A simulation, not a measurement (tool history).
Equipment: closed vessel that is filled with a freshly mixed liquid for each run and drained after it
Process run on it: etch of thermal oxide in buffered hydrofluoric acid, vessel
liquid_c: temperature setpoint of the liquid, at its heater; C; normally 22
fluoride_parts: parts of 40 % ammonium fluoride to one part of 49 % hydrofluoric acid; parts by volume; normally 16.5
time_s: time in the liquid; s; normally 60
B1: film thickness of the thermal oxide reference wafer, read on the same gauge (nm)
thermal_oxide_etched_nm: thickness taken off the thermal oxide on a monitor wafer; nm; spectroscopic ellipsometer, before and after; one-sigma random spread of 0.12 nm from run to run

Run 1, day 0: usual settings but fluoride_parts 21 parts by volume; B1 130. Result: thermal_oxide_etched_nm 31.52 nm.
Run 2, day 2.379: usual settings but fluoride_parts 21 parts by volume; B1 129.97. Result: thermal_oxide_etched_nm 31.54 nm.
Run 3, day 4.1: usual settings but fluoride_parts 21 parts by volume; B1 130.01. Result: thermal_oxide_etched_nm 31.54 nm.
Run 4, day 6.321: usual settings; B1 129.99. Result: thermal_oxide_etched_nm 39.35 nm.
Run 5, day 7.462: usual settings; B1 130. Result: thermal_oxide_etched_nm 39.32 nm.
Run 6, day 8.571: usual settings; B1 130.01. Result: thermal_oxide_etched_nm 39.29 nm.
Run 7, day 10.004: usual settings; B1 130.02. Result: thermal_oxide_etched_nm 39.4 nm.
Run 8, day 11.954: usual settings; B1 130.02. Result: thermal_oxide_etched_nm 39.63 nm.
Run 9, day 13.808: usual settings; B1 129.99. Result: thermal_oxide_etched_nm 39.41 nm.
Run 10, day 14.867: usual settings; B1 130.02. Result: thermal_oxide_etched_nm 39.43 nm.
At day 15.417: thermometer replaced.
Run 11, day 16.138: usual settings but liquid_c 18.5 C, fluoride_parts 20.5 parts by volume; B1 129.98. Result: thermal_oxide_etched_nm 26.22 nm.
Run 12, day 17.546: usual settings but fluoride_parts 19 parts by volume, time_s 85 s; B1 130.01. Result: thermal_oxide_etched_nm 48.74 nm.
At day 17.804: hydrofluoric acid flow meter replaced.
Run 13, day 19.15: usual settings but time_s 75 s; B1 130.01. Result: thermal_oxide_etched_nm 49.37 nm.
Run 14, day 21.321: usual settings but fluoride_parts 21 parts by volume, time_s 85 s; B1 129.98. Result: thermal_oxide_etched_nm 44.8 nm.
Run 15, day 23.842: usual settings but liquid_c 26 C, fluoride_parts 22 parts by volume; B1 130. Result: thermal_oxide_etched_nm 37.92 nm.
Run 16, day 25.917: usual settings; B1 129.98. Result: thermal_oxide_etched_nm 39.55 nm.
At day 27.017: gauge calibrated.
Run 17, day 28.308: usual settings; B1 130.02. Result: thermal_oxide_etched_nm 39.49 nm.
Run 18, day 30.642: usual settings but liquid_c 17 C, fluoride_parts 18.5 parts by volume, time_s 40 s; B1 130.02. Result: thermal_oxide_etched_nm 17.67 nm.
Run 19, day 32.429: usual settings; B1 130. Result: thermal_oxide_etched_nm 39.37 nm.
Run 20, day 34.883: usual settings but liquid_c 26.5 C, fluoride_parts 13 parts by volume; B1 130. Result: thermal_oxide_etched_nm 63.54 nm.
Run 21, day 37.617: usual settings but liquid_c 20.5 C, fluoride_parts 14 parts by volume, time_s 75 s; B1 129.98. Result: thermal_oxide_etched_nm 53 nm.

Predict each of these 3 candidate next runs independently; none follows another, all start after run 21:
Run A, day 37.646: usual settings but fluoride_parts 19 parts by volume; B1 ?. Result: thermal_oxide_etched_nm ?.
Run B, day 37.646: usual settings but liquid_c 24 C, time_s 80 s; B1 ?. Result: thermal_oxide_etched_nm ?.
Run C, day 37.646: usual settings but liquid_c 18 C, fluoride_parts 13.5 parts by volume, time_s 75 s; B1 ?. Result: thermal_oxide_etched_nm ?.

run      B1  thermal_oxide_etched_nm
  A  129.99                    34.16
  B  129.99                    58.42
  C  129.99                    47.76
The same runs, with their run-to-run variation unchanged, on a tool lacking any hidden condition would have given:
run  thermal_oxide_etched_nm
  A                    34.16
  B                    58.42
  C                    47.76
